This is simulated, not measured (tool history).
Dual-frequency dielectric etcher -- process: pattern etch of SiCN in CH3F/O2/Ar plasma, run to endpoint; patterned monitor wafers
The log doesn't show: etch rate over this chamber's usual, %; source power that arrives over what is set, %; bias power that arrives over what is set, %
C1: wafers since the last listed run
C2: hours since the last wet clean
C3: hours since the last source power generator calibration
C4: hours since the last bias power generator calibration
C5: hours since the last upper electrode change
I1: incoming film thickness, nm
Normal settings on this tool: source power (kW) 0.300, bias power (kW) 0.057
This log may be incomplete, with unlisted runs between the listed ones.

{"run": 1, "hour": 0.0, "source power (kW)": 0.3, "bias power (kW)": 0.057, "C1": 0, "C2": 43.8, "C3": 1420.2, "C4": 856.1, "C5": 2054.0, "I1": 9.32, "endpoint time (s)": 30.5}
{"run": 2, "hour": 199.1, "source power (kW)": 0.3, "bias power (kW)": 0.057, "C1": 3464, "C2": 242.9, "C3": 1619.3, "C4": 1055.2, "C5": 2253.1, "I1": 9.29, "endpoint time (s)": 30.4}
{"run": 3, "hour": 280.9, "source power (kW)": 0.3, "bias power (kW)": 0.057, "C1": 1423, "C2": 324.7, "C3": 1701.1, "C4": 1137.0, "C5": 2334.9, "I1": 9.37, "endpoint time (s)": 31.4}
{"run": 4, "hour": 371.8, "source power (kW)": 0.3, "bias power (kW)": 0.057, "C1": 1581, "C2": 415.6, "C3": 1792.0, "C4": 1227.9, "C5": 2425.8, "I1": 9.22, "endpoint time (s)": 31.0}
{"run": 5, "hour": 409.5, "source power (kW)": 0.3, "bias power (kW)": 0.057, "C1": 656, "C2": 453.3, "C3": 1829.7, "C4": 1265.6, "C5": 2463.5, "I1": 9.16, "endpoint time (s)": 31.2}
{"run": 6, "hour": 498.4, "source power (kW)": 0.3, "bias power (kW)": 0.057, "C1": 1546, "C2": 542.2, "C3": 1918.6, "C4": 1354.5, "C5": 2552.4, "I1": 9.2, "endpoint time (s)": 31.2}
{"hour": 553.8, "done": "wet clean of the chamber"}
{"run": 7, "hour": 568.8, "source power (kW)": 0.3, "bias power (kW)": 0.057, "C1": 807, "C2": 15.0, "C3": 1989.0, "C4": 1424.9, "C5": 2622.8, "I1": 9.36, "endpoint time (s)": 31.2}
{"run": 8, "hour": 606.2, "source power (kW)": 0.3, "bias power (kW)": 0.057, "C1": 650, "C2": 52.4, "C3": 2026.4, "C4": 1462.3, "C5": 2660.2, "I1": 9.38, "endpoint time (s)": 31.2}
{"run": 9, "hour": 920.7, "source power (kW)": 0.3, "bias power (kW)": 0.057, "C1": 5472, "C2": 366.9, "C3": 2340.9, "C4": 1776.8, "C5": 2974.7, "I1": 9.34, "endpoint time (s)": 31.2}
{"hour": 1081.2, "done": "upper electrode replaced"}
{"run": 10, "hour": 1095.9, "source power (kW)": 0.3, "bias power (kW)": 0.057, "C1": 2631, "C2": 542.1, "C3": 2516.1, "C4": 1952.0, "C5": 14.7, "I1": 9.29, "endpoint time (s)": 32.0}
{"hour": 1135.4, "done": "wet clean of the chamber"}
{"run": 11, "hour": 1197.1, "source power (kW)": 0.3, "bias power (kW)": 0.057, "C1": 1343, "C2": 61.7, "C3": 2617.3, "C4": 2053.2, "C5": 115.9, "I1": 9.32, "endpoint time (s)": 30.9}
{"run": 12, "hour": 1285.0, "source power (kW)": 0.33, "bias power (kW)": 0.053, "C1": 1529, "C2": 149.6, "C3": 2705.2, "C4": 2141.1, "C5": 203.8, "I1": 9.25, "endpoint time (s)": 30.2}
{"run": 13, "hour": 1369.2, "source power (kW)": 0.3, "bias power (kW)": 0.057, "C1": 1465, "C2": 233.8, "C3": 2789.4, "C4": 2225.3, "C5": 288.0, "I1": 9.3, "endpoint time (s)": 30.6}
{"run": 14, "hour": 1460.5, "source power (kW)": 0.3, "bias power (kW)": 0.057, "C1": 1588, "C2": 325.1, "C3": 2880.7, "C4": 2316.6, "C5": 379.3, "I1": 9.26, "endpoint time (s)": 30.9}
{"run": 15, "hour": 1498.1, "source power (kW)": 0.25, "bias power (kW)": 0.057, "C1": 654, "C2": 362.7, "C3": 2918.3, "C4": 2354.2, "C5": 416.9, "I1": 9.32, "endpoint time (s)": 33.0}
{"run": 16, "hour": 1592.5, "source power (kW)": 0.3, "bias power (kW)": 0.057, "C1": 1642, "C2": 457.1, "C3": 3012.7, "C4": 2448.6, "C5": 511.3, "I1": 9.25, "endpoint time (s)": 31.2}
{"hour": 1648.2, "done": "wet clean of the chamber"}
{"run": 17, "hour": 1677.7, "source power (kW)": 0.36, "bias power (kW)": 0.068, "C1": 1064, "C2": 29.5, "C3": 3097.9, "C4": 2533.8, "C5": 596.5, "I1": 9.2, "endpoint time (s)": 26.8}
{"hour": 1720.3, "done": "source power generator calibrated"}
{"run": 18, "hour": 1763.0, "source power (kW)": 0.35, "bias power (kW)": 0.063, "C1": 1414, "C2": 114.8, "C3": 42.7, "C4": 2619.1, "C5": 681.8, "I1": 9.33, "endpoint time (s)": 28.4}
{"run": 19, "hour": 1816.0, "source power (kW)": 0.3, "bias power (kW)": 0.057, "C1": 922, "C2": 167.8, "C3": 95.7, "C4": 2672.1, "C5": 734.8, "I1": 9.32, "endpoint time (s)": 30.7}
{"run": 20, "hour": 1878.6, "source power (kW)": 0.23, "bias power (kW)": 0.049, "C1": 1089, "C2": 230.4, "C3": 158.3, "C4": 2734.7, "C5": 797.4, "I1": 9.33, "endpoint time (s)": 35.4}
{"run": 21, "hour": 1952.2, "source power (kW)": 0.24, "bias power (kW)": 0.057, "C1": 1280, "C2": 304.0, "C3": 231.9, "C4": 2808.3, "C5": 871.0, "I1": 9.18, "endpoint time (s)": 33.2}
{"run": 22, "hour": 2017.4, "source power (kW)": 0.35, "bias power (kW)": 0.063, "C1": 1134, "C2": 369.2, "C3": 297.1, "C4": 2873.5, "C5": 936.2, "I1": 9.3, "endpoint time (s)": 28.4}
{"hour": 2071.9, "done": "bias power generator calibrated"}
{"run": 23, "hour": 2112.4, "source power (kW)": 0.33, "bias power (kW)": 0.07, "C1": 1583, "C2": 464.2, "C3": 392.1, "C4": 40.5, "C5": 1031.2, "I1": 9.23, "endpoint time (s)": 28.4}
{"hour": 2183.7, "done": "wet clean of the chamber"}
{"run": 24, "hour": 2192.9, "source power (kW)": 0.27, "bias power (kW)": 0.053, "C1": 983, "C2": 9.2, "C3": 472.6, "C4": 121.0, "C5": 1111.7, "I1": 9.42, "endpoint time (s)": 33.1}
{"run": 25, "hour": 2282.0, "source power (kW)": 0.3, "bias power (kW)": 0.049, "C1": 1550, "C2": 98.3, "C3": 561.7, "C4": 210.1, "C5": 1200.8, "I1": 9.28, "endpoint time (s)": 32.1}
{"run": 26, "hour": 2382.9, "source power (kW)": 0.3, "bias power (kW)": 0.057, "C1": 1755, "C2": 199.2, "C3": 662.6, "C4": 311.0, "C5": 1301.7, "I1": 9.3, "endpoint time (s)": 31.1}
{"run": 27, "hour": 2428.5, "source power (kW)": 0.27, "bias power (kW)": 0.071, "C1": 793, "C2": 244.8, "C3": 708.2, "C4": 356.6, "C5": 1347.3, "I1": 9.3, "endpoint time (s)": 29.3}
{"run": 28, "hour": 2485.3, "source power (kW)": 0.3, "bias power (kW)": 0.057, "C1": 988, "C2": 301.6, "C3": 765.0, "C4": 413.4, "C5": 1404.1, "I1": 9.31, "endpoint time (s)": 31.1}
{"run": 29, "hour": 2559.3, "source power (kW)": 0.36, "bias power (kW)": 0.05, "C1": 1287, "C2": 375.6, "C3": 839.0, "C4": 487.4, "C5": 1478.1, "I1": 9.31, "endpoint time (s)": 30.4}
{"run": 30, "hour": 2664.4, "source power (kW)": 0.33, "bias power (kW)": 0.068, "C1": 1828, "C2": 480.7, "C3": 944.1, "C4": 592.5, "C5": 1583.2, "I1": 9.32, "endpoint time (s)": 28.3}
{"hour": 2705.3, "done": "wet clean of the chamber"}
{"run": 31, "hour": 2756.6, "source power (kW)": 0.33, "bias power (kW)": 0.064, "C1": 1186, "C2": 51.3, "C3": 1036.3, "C4": 684.7, "C5": 1675.4, "I1": 9.21, "endpoint time (s)": 27.8}
{"run": 32, "hour": 2862.3, "source power (kW)": 0.3, "bias power (kW)": 0.057, "C1": 1839, "C2": 157.0, "C3": 1142.0, "C4": 790.4, "C5": 1781.1, "I1": 9.27, "endpoint time (s)": 30.7}
{"run": 33, "hour": 2942.6, "source power (kW)": 0.27, "bias power (kW)": 0.071, "C1": 1397, "C2": 237.3, "C3": 1222.3, "C4": 870.7, "C5": 1861.4, "I1": 9.38, "endpoint time (s)": 29.8}

What the log doesn't show, run by run:
source power that arrives over what is set, %: 0 in every run
bias power that arrives over what is set, %: 0 in every run
H1: etch rate over this chamber's usual, %
run=1 H1=0.103
run=2 H1=-1.05
run=3 H1=-1.52
run=4 H1=-2.04
run=5 H1=-2.26
run=6 H1=-2.77
run=7 H1=-0.0684
run=8 H1=-0.284
run=9 H1=-2.1
run=10 H1=-3.11
run=11 H1=-0.31
run=12 H1=-0.817
run=13 H1=-1.3
run=14 H1=-1.83
run=15 H1=-2.05
run=16 H1=-2.59
run=17 H1=-0.106
run=18 H1=-0.598
run=19 H1=-0.903
run=20 H1=-1.26
run=21 H1=-1.69
run=22 H1=-2.07
run=23 H1=-2.61
run=24 H1=0.42
run=25 H1=-0.0937
run=26 H1=-0.676
run=27 H1=-0.939
run=28 H1=-1.27
run=29 H1=-1.69
run=30 H1=-2.3
run=31 H1=0.181
run=32 H1=-0.429
run=33 H1=-0.893

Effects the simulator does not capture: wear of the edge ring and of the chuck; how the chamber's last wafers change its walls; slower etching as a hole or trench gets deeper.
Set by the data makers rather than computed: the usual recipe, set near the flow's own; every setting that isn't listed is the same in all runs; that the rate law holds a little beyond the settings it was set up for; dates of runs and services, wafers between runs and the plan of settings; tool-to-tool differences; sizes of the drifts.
